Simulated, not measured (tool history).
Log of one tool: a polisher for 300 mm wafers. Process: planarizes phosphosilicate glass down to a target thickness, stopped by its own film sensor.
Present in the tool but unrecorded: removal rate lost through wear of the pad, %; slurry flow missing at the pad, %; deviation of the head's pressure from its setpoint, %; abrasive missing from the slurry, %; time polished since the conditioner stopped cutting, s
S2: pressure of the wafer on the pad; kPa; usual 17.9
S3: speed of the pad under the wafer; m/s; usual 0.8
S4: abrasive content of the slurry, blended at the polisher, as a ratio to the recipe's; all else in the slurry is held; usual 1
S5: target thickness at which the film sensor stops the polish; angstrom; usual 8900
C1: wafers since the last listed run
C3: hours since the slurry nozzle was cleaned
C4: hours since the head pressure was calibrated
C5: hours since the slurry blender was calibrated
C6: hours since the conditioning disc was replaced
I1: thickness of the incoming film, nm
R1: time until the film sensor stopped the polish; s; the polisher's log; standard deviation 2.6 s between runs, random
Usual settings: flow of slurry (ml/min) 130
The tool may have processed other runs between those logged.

run 1 hour=0 | flow_of_slurry_(ml/min)=130 S2=17.9 S3=0.96 S4=1 S5=10280 | C1=0 wafers_polished_on_this_pad=1814 C3=3.3 C4=203.9 C5=109 C6=132.7 | I1=1533.2 | R1=84.3
run 2 hour=142.5 | flow_of_slurry_(ml/min)=130 S2=17.9 S3=0.6 S4=1 S5=8900 | C1=917 wafers_polished_on_this_pad=2731 C3=145.8 C4=346.4 C5=251.5 C6=275.2 | I1=1549.6 | R1=165.7
-- hour=213.2 worn pad replaced by a new one
-- hour=271.8 conditioning disc replaced and pad reconditioned
run 3 hour=284.6 | flow_of_slurry_(ml/min)=130 S2=15.2 S3=0.8 S4=1 S5=9520 | C1=876 wafers_polished_on_this_pad=446 C3=287.9 C4=488.5 C5=393.6 C6=12.8 | I1=1546.2 | R1=135.8
-- hour=290.8 slurry blender recalibrated
run 4 hour=335.6 | flow_of_slurry_(ml/min)=130 S2=17.9 S3=0.8 S4=1 S5=8900 | C1=315 wafers_polished_on_this_pad=762 C3=338.9 C4=539.5 C5=44.8 C6=63.8 | I1=1542.8 | R1=132.3
run 5 hour=376.8 | flow_of_slurry_(ml/min)=140 S2=15.2 S3=0.8 S4=0.8 S5=8900 | C1=265 wafers_polished_on_this_pad=1027 C3=380.1 C4=580.7 C5=86 C6=105 | I1=1531.4 | R1=168.3
run 6 hour=436.6 | flow_of_slurry_(ml/min)=110 S2=20 S3=0.8 S4=1 S5=9490 | C1=385 wafers_polished_on_this_pad=1412 C3=439.9 C4=640.5 C5=145.8 C6=164.8 | I1=1537.5 | R1=108
-- hour=458.6 slurry nozzle cleaned
run 7 hour=481.8 | flow_of_slurry_(ml/min)=130 S2=22.1 S3=0.8 S4=1 S5=8900 | C1=284 wafers_polished_on_this_pad=1697 C3=23.2 C4=685.7 C5=191 C6=210 | I1=1541.7 | R1=94
-- hour=488.5 head pressure recalibrated
run 8 hour=526.6 | flow_of_slurry_(ml/min)=130 S2=17.9 S3=0.94 S4=0.9 S5=8900 | C1=275 wafers_polished_on_this_pad=1972 C3=68 C4=38.1 C5=235.8 C6=254.8 | I1=1574.1 | R1=131.1
run 9 hour=592 | flow_of_slurry_(ml/min)=130 S2=17.9 S3=0.8 S4=1 S5=10360 | C1=421 wafers_polished_on_this_pad=2394 C3=133.4 C4=103.5 C5=301.2 C6=320.2 | I1=1546.6 | R1=104.5
run 10 hour=633.1 | flow_of_slurry_(ml/min)=90 S2=17.9 S3=0.8 S4=1 S5=6910 | C1=264 wafers_polished_on_this_pad=2658 C3=174.5 C4=144.6 C5=342.3 C6=361.3 | I1=1548.1 | R1=191
run 11 hour=661.1 | flow_of_slurry_(ml/min)=130 S2=17.9 S3=0.8 S4=1 S5=8900 | C1=180 wafers_polished_on_this_pad=2839 C3=202.5 C4=172.6 C5=370.3 C6=389.3 | I1=1528.1 | R1=133.6
-- hour=684.8 worn pad replaced by a new one
run 12 hour=705.8 | flow_of_slurry_(ml/min)=130 S2=17.9 S3=0.8 S4=1 S5=8900 | C1=262 wafers_polished_on_this_pad=135 C3=247.2 C4=217.3 C5=415 C6=434 | I1=1555 | R1=137.8
-- hour=732.9 slurry blender recalibrated
-- hour=753.7 conditioning disc replaced and pad reconditioned
run 13 hour=769.1 | flow_of_slurry_(ml/min)=130 S2=17.9 S3=0.8 S4=1 S5=8900 | C1=381 wafers_polished_on_this_pad=517 C3=310.5 C4=280.6 C5=36.2 C6=15.4 | I1=1520.6 | R1=130
run 14 hour=798.7 | flow_of_slurry_(ml/min)=130 S2=17.9 S3=0.8 S4=1 S5=8900 | C1=190 wafers_polished_on_this_pad=707 C3=340.1 C4=310.2 C5=65.8 C6=45 | I1=1527.5 | R1=134.5
run 15 hour=852.2 | flow_of_slurry_(ml/min)=100 S2=17.9 S3=0.6 S4=1 S5=8900 | C1=344 wafers_polished_on_this_pad=1052 C3=393.6 C4=363.7 C5=119.3 C6=98.5 | I1=1525.9 | R1=173
run 16 hour=890.1 | flow_of_slurry_(ml/min)=130 S2=17.9 S3=0.8 S4=1 S5=8900 | C1=244 wafers_polished_on_this_pad=1296 C3=431.5 C4=401.6 C5=157.2 C6=136.4 | I1=1527 | R1=130.7
-- hour=938.3 slurry nozzle cleaned
run 17 hour=958.7 | flow_of_slurry_(ml/min)=130 S2=17.9 S3=0.54 S4=1 S5=9750 | C1=435 wafers_polished_on_this_pad=1731 C3=20.4 C4=470.2 C5=225.8 C6=205 | I1=1515.7 | R1=130.4
run 18 hour=1002.6 | flow_of_slurry_(ml/min)=170 S2=17.9 S3=0.8 S4=1 S5=8900 | C1=282 wafers_polished_on_this_pad=2014 C3=64.3 C4=514.1 C5=269.7 C6=248.9 | I1=1526.2 | R1=115.9
run 19 hour=1061.2 | flow_of_slurry_(ml/min)=160 S2=13.1 S3=0.58 S4=1 S5=10510 | C1=377 wafers_polished_on_this_pad=2391 C3=122.9 C4=572.7 C5=328.3 C6=307.5 | I1=1528.8 | R1=150.3
run 20 hour=1124.3 | flow_of_slurry_(ml/min)=95 S2=16.5 S3=0.88 S4=1 S5=9780 | C1=406 wafers_polished_on_this_pad=2798 C3=186 C4=635.8 C5=391.4 C6=370.6 | I1=1551.7 | R1=119.2
-- hour=1134.2 worn pad replaced by a new one
-- hour=1175.4 slurry blender recalibrated
run 21 hour=1192 | flow_of_slurry_(ml/min)=130 S2=17.9 S3=0.8 S4=1 S5=8900 | C1=397 wafers_polished_on_this_pad=359 C3=253.7 C4=703.5 C5=16.6 C6=438.3 | I1=1529.1 | R1=122.7

Predict the results of run 22:
run 22 hour=1237.2 | flow_of_slurry_(ml/min)=130 S2=21.4 S3=0.8 S4=0.9 S5=8900 | C1=291 wafers_polished_on_this_pad=650 C3=298.9 C4=748.7 C5=61.8 C6=483.5 | I1=1544.3 | R1=?

Run 22 yielded R1 108.8 s.
Had the tool carried no hidden state, the very same run would have given R1 113 s.

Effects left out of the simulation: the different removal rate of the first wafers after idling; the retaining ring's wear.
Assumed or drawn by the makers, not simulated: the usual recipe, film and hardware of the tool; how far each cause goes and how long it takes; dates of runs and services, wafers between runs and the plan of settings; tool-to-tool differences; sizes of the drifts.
